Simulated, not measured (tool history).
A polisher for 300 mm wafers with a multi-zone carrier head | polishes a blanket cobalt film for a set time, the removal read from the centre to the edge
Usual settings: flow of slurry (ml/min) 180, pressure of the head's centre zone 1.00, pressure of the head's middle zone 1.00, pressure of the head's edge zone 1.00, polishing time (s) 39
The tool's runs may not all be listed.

| run | hour | flow of slurry (ml/min) | pressure of the head's centre zone | pressure of the head's middle zone | pressure of the head's edge zone | polishing time (s) | wafers since the last listed run | wafers polished on this pad | hours since the slurry nozzle was cleaned | hours since the centre zone pressure was calibrated | hours since the edge zone pressure was calibrated | hours since the carrier head's membrane was replaced | incoming thickness of the incoming film, nm | film removed at the wafer's centre (angstrom) | film removed at mid-radius (angstrom) | film removed at the wafer's edge (angstrom) |
|---|---|---|---|---|---|---|---|---|---|---|---|---|---|---|---|---|
| 1 | 0.0 | 180 | 1.00 | 1.00 | 1.00 | 31 | 0 | 1376 | 32.4 | 369.1 | 68.4 | 1621.9 | 636.2 | 1458 | 1576 | 1575 |
| 2 | 7.6 | 220 | 1.00 | 1.00 | 1.00 | 39 | 61 | 1437 | 40.0 | 376.7 | 76.0 | 1629.5 | 642.9 | 1912 | 2034 | 2003 |
|  | 22.2 | centre zone pressure recalibrated |
| 3 | 22.7 | 180 | 1.00 | 1.00 | 1.00 | 53 | 105 | 1542 | 55.1 | 0.5 | 91.1 | 1644.6 | 624.1 | 2586 | 2687 | 2732 |
|  | 27.9 | worn pad replaced by a new one |
| 4 | 30.9 | 180 | 1.00 | 1.00 | 1.05 | 39 | 33 | 23 | 63.3 | 8.7 | 99.3 | 1652.8 | 627.8 | 1968 | 1993 | 2022 |
| 5 | 39.4 | 200 | 1.00 | 1.00 | 1.00 | 39 | 68 | 91 | 71.8 | 17.2 | 107.8 | 1661.3 | 628.6 | 1957 | 2016 | 2020 |
| 6 | 56.0 | 245 | 1.00 | 1.00 | 1.00 | 39 | 133 | 225 | 88.4 | 33.8 | 124.4 | 1677.9 | 639.9 | 2026 | 2063 | 2040 |
| 7 | 62.4 | 180 | 1.00 | 1.00 | 1.00 | 39 | 51 | 276 | 94.8 | 40.2 | 130.8 | 1684.3 | 631.2 | 1943 | 1974 | 1994 |
|  | 72.6 | carrier head's membrane replaced by a new one |
| 8 | 79.6 | 180 | 1.00 | 1.00 | 1.00 | 39 | 97 | 374 | 112.0 | 57.4 | 148.0 | 7.0 | 625.4 | 1923 | 1982 | 1977 |
| 9 | 96.5 | 180 | 1.00 | 1.00 | 0.91 | 39 | 135 | 510 | 128.9 | 74.3 | 164.9 | 23.9 | 632.2 | 1909 | 1992 | 1929 |
| 10 | 111.3 | 180 | 1.00 | 1.07 | 1.06 | 52 | 118 | 629 | 143.7 | 89.1 | 179.7 | 38.7 | 641.1 | 2594 | 2833 | 2695 |
| 11 | 123.5 | 155 | 0.93 | 1.00 | 1.00 | 39 | 97 | 727 | 155.9 | 101.3 | 191.9 | 50.9 | 634.3 | 1750 | 1920 | 1956 |
| 12 | 136.4 | 205 | 1.07 | 1.00 | 1.11 | 28 | 103 | 830 | 168.8 | 114.2 | 204.8 | 63.8 | 628.9 | 1506 | 1446 | 1516 |
| 13 | 148.6 | 180 | 1.00 | 1.00 | 1.00 | 39 | 97 | 928 | 181.0 | 126.4 | 217.0 | 76.0 | 634.4 | 1913 | 1961 | 2026 |
| 14 | 158.3 | 240 | 1.00 | 1.00 | 1.00 | 39 | 77 | 1006 | 190.7 | 136.1 | 226.7 | 85.7 | 635.7 | 1991 | 2031 | 2038 |
| 15 | 186.8 | 235 | 1.00 | 0.93 | 1.00 | 43 | 228 | 1235 | 219.2 | 164.6 | 255.2 | 114.2 | 626.3 | 2183 | 2115 | 2257 |
| 16 | 196.4 | 235 | 1.00 | 0.93 | 1.00 | 43 | 77 | 1312 | 228.8 | 174.2 | 264.8 | 123.8 | 629.4 | 2184 | 2135 | 2220 |
| 17 | 205.2 | 180 | 1.00 | 0.95 | 1.00 | 39 | 70 | 1383 | 237.6 | 183.0 | 273.6 | 132.6 | 638.0 | 1868 | 1925 | 1998 |
| 18 | 212.2 | 180 | 1.00 | 1.00 | 1.00 | 39 | 56 | 1439 | 244.6 | 190.0 | 280.6 | 139.6 | 622.0 | 1861 | 1957 | 1980 |
|  | 217.4 | worn pad replaced by a new one |
| 19 | 225.0 | 220 | 1.06 | 1.00 | 1.00 | 39 | 70 | 60 | 257.4 | 202.8 | 293.4 | 152.4 | 627.4 | 2027 | 2037 | 2016 |
| 20 | 244.0 | 130 | 1.00 | 1.00 | 0.90 | 39 | 152 | 213 | 276.4 | 221.8 | 312.4 | 171.4 | 624.9 | 1782 | 1855 | 1831 |
| 21 | 260.8 | 130 | 0.90 | 1.00 | 1.00 | 29 | 134 | 348 | 293.2 | 238.6 | 329.2 | 188.2 | 624.6 | 1165 | 1364 | 1407 |
| 22 | 273.7 | 240 | 1.00 | 1.00 | 1.04 | 39 | 103 | 451 | 306.1 | 251.5 | 342.1 | 201.1 | 632.4 | 1943 | 2038 | 2068 |
| 23 | 281.1 | 180 | 1.00 | 1.00 | 1.05 | 39 | 59 | 511 | 313.5 | 258.9 | 349.5 | 208.5 | 629.3 | 1838 | 1954 | 2019 |

Forecast each of these 3 alternatives for the next run:
| A | 281.5 | 180 | 1.00 | 1.10 | 1.00 | 39 | 3 | 514 | 313.9 | 259.3 | 349.9 | 208.9 | 642.5 | ? | ? | ? |
| B | 281.5 | 240 | 1.05 | 1.07 | 1.00 | 43 | 3 | 514 | 313.9 | 259.3 | 349.9 | 208.9 | 642.5 | ? | ? | ? |
| C | 281.5 | 180 | 0.90 | 1.00 | 0.93 | 53 | 3 | 514 | 313.9 | 259.3 | 349.9 | 208.9 | 642.5 | ? | ? | ? |

| run | film removed at the wafer's centre (angstrom) | film removed at mid-radius (angstrom) | film removed at the wafer's edge (angstrom) |
|---|---|---|---|
| A | 1837 | 2112 | 1951 |
| B | 2220 | 2361 | 2212 |
| C | 2242 | 2649 | 2587 |
Without the tool's hidden state the same runs would have given:
| run | film removed at the wafer's centre (angstrom) | film removed at mid-radius (angstrom) | film removed at the wafer's edge (angstrom) |
|---|---|---|---|
| A | 1950 | 2158 | 1982 |
| B | 2344 | 2402 | 2240 |
| C | 2382 | 2706 | 2628 |

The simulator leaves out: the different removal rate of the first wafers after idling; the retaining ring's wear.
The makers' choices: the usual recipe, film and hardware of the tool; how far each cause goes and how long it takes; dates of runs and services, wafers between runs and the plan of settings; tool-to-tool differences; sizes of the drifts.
